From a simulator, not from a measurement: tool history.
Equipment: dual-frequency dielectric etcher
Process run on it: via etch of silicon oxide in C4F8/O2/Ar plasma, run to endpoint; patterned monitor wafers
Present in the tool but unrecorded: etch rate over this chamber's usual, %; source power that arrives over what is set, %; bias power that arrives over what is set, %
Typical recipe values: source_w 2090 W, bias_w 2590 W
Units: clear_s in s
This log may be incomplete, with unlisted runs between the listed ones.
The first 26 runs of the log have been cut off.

run,hour,source_w,bias_w,wafers since the last listed run,hours since the last wet clean,hours since the last source power generator calibration,hours since the last bias power generator calibration,hours since the last upper electrode change,"incoming incoming film thickness, nm",clear_s
27,344.2,1880,2324,189,110.9,186.3,279.6,256.2,805.1,171.3
28,356.7,2090,2045,58,123.4,198.8,292.1,268.7,796.8,168.6
29,368,2430,1981,53,134.7,210.1,303.4,280,801.8,165.4
30,381.4,1960,2944,62,148.1,223.5,316.8,293.4,801,152.8
31,393.3,2090,2590,55,160,235.4,328.7,305.3,803.7,155.9
32,406.6,2450,3077,62,173.3,248.7,342,318.6,803.6,136.7
33,423.2,2090,2590,77,189.9,265.3,358.6,335.2,798.4,154.3
34,435.9,2090,2590,59,202.6,278,371.3,347.9,804.1,154.4

Predict each of these 5 candidate next runs independently; none follows another, all start after run 34:
A,436.4,2090,2590,2,203.1,278.5,371.8,348.4,799.5,?
B,436.4,2360,2373,2,203.1,278.5,371.8,348.4,799.5,?
C,436.4,1780,2590,2,203.1,278.5,371.8,348.4,799.5,?
D,436.4,2410,2968,2,203.1,278.5,371.8,348.4,799.5,?
E,436.4,1660,2354,2,203.1,278.5,371.8,348.4,799.5,?

run,clear_s
A,155.7
B,153.9
C,164.8
D,140.9
E,174.9
Without the tool's hidden state the same runs would have given:
run,clear_s
A,158.5
B,156.6
C,167.7
D,143.4
E,178
